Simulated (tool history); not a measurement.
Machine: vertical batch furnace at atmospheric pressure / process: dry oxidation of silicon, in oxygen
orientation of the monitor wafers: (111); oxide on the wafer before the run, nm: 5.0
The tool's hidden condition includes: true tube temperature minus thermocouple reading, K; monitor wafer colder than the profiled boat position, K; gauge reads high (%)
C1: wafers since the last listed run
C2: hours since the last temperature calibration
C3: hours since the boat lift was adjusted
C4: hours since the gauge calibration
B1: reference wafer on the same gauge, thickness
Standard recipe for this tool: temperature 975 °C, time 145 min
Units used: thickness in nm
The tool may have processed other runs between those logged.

Run 1, day 0: usual settings; C1 0; C2 1234.7; C3 3835.9; C4 961.1; B1 104.96. Result: thickness 111.64 nm.
At day 0.408: gauge calibrated.
Run 2, day 2.588: usual settings; C1 855; C2 1296.8; C3 3898; C4 52.3; B1 105.03. Result: thickness 111.61 nm.
Run 3, day 4.217: usual settings but time 176 min; C1 538; C2 1335.9; C3 3937.1; C4 91.4; B1 105.03. Result: thickness 125.8 nm.
Run 4, day 10.221: usual settings but time 176 min; C1 1984; C2 1480; C3 4081.2; C4 235.5; B1 104.97. Result: thickness 125.79 nm.
Run 5, day 11.767: usual settings but time 176 min; C1 510; C2 1517.1; C3 4118.3; C4 272.6; B1 105.09. Result: thickness 126.7 nm.
Run 6, day 14.05: usual settings but temperature 966 °C, time 185.5 min; C1 754; C2 1571.9; C3 4173.1; C4 327.4; B1 104.93. Result: thickness 122.11 nm.
Run 7, day 16.683: usual settings but temperature 966 °C, time 185.5 min; C1 870; C2 1635.1; C3 4236.3; C4 390.6; B1 105.08. Result: thickness 122.25 nm.
Run 8, day 17.867: usual settings but time 180.5 min; C1 391; C2 1663.5; C3 4264.7; C4 419; B1 105.08. Result: thickness 129.11 nm.
At day 22.583: thermocouples replaced and temperature profile calibrated.
Run 9, day 26.367: usual settings but time 180.5 min; C1 2478; C2 90.8; C3 4468.7; C4 623; B1 104.92. Result: thickness 125.9 nm.
Run 10, day 28.9: usual settings; C1 837; C2 151.6; C3 4529.5; C4 683.8; B1 105.02. Result: thickness 108.1 nm.
Run 11, day 30.883: usual settings; C1 655; C2 199.2; C3 4577.1; C4 731.4; B1 104.81. Result: thickness 108.18 nm.
Run 12, day 33.058: usual settings; C1 718; C2 251.4; C3 4629.3; C4 783.6; B1 105.03. Result: thickness 108.63 nm.
Run 13, day 35.012: usual settings but temperature 956 °C; C1 645; C2 298.3; C3 4676.2; C4 830.5; B1 105.23. Result: thickness 95.25 nm.
At day 35.679: gauge calibrated.
At day 37.65: boat lift adjusted.
Run 14, day 37.671: usual settings but temperature 956 °C; C1 548; C2 362.1; C3 0.5; C4 47.8; B1 104.91. Result: thickness 94.5 nm.
Run 15, day 38.562: usual settings but temperature 999 °C, time 163 min; C1 294; C2 383.5; C3 21.9; C4 69.2; B1 105.05. Result: thickness 139.01 nm.
Run 16, day 39.829: usual settings but temperature 961 °C, time 118 min; C1 418; C2 413.9; C3 52.3; C4 99.6; B1 105.09. Result: thickness 85.83 nm.
Run 17, day 41.058: usual settings; C1 406; C2 443.4; C3 81.8; C4 129.1; B1 105.12. Result: thickness 109.01 nm.
Run 18, day 42.7: usual settings but temperature 950 °C; C1 542; C2 482.8; C3 121.2; C4 168.5; B1 105. Result: thickness 90.28 nm.
Run 19, day 44.162: usual settings but temperature 951 °C, time 187.5 min; C1 483; C2 517.9; C3 156.3; C4 203.6; B1 105.29. Result: thickness 107.33 nm.
Run 20, day 45.608: usual settings; C1 477; C2 552.6; C3 191; C4 238.3; B1 104.94. Result: thickness 108.9 nm.
Run 21, day 46.771: usual settings; C1 384; C2 580.5; C3 218.9; C4 266.2; B1 105.14. Result: thickness 110.57 nm.
Run 22, day 48.775: usual settings but time 183 min; C1 662; C2 628.6; C3 267; C4 314.3; B1 104.96. Result: thickness 127.07 nm.
Run 23, day 50.475: usual settings but temperature 959 °C, time 113.5 min; C1 561; C2 669.4; C3 307.8; C4 355.1; B1 104.91. Result: thickness 83.4 nm.
Run 24, day 52.338: usual settings but temperature 994 °C; C1 615; C2 714.1; C3 352.5; C4 399.8; B1 104.9. Result: thickness 123.45 nm.
Run 25, day 53.992: usual settings but time 124 min; C1 546; C2 753.8; C3 392.2; C4 439.5; B1 104.77. Result: thickness 98.75 nm.
Run 26, day 56.342: usual settings but temperature 952 °C; C1 776; C2 810.2; C3 448.6; C4 495.9; B1 104.93. Result: thickness 93.63 nm.
Run 27, day 58.425: usual settings but temperature 961 °C, time 214.5 min; C1 688; C2 860.2; C3 498.6; C4 545.9; B1 104.87. Result: thickness 127.35 nm.
Run 28, day 60.858: usual settings but time 82 min; C1 804; C2 918.6; C3 557; C4 604.3; B1 105.07. Result: thickness 76.27 nm.

3 options for the next run, each taken on its own from the tool as it stands now. Forecast them:
Run A, day 61.108: usual settings; C1 82; C2 924.6; C3 563; C4 610.3; B1 ?. Result: thickness ?.
Run B, day 61.108: usual settings but time 83.5 min; C1 82; C2 924.6; C3 563; C4 610.3; B1 ?. Result: thickness ?.
Run C, day 61.108: usual settings but temperature 996 °C, time 188 min; C1 82; C2 924.6; C3 563; C4 610.3; B1 ?. Result: thickness ?.

run      B1  thickness
  A  105.07     109.81
  B  105.07      76.77
  C  105.07     148.64
Take away the tool's hidden state, keep each run's random variation, and the runs would have read:
run  thickness
  A     107.46
  B      75.05
  C     145.68
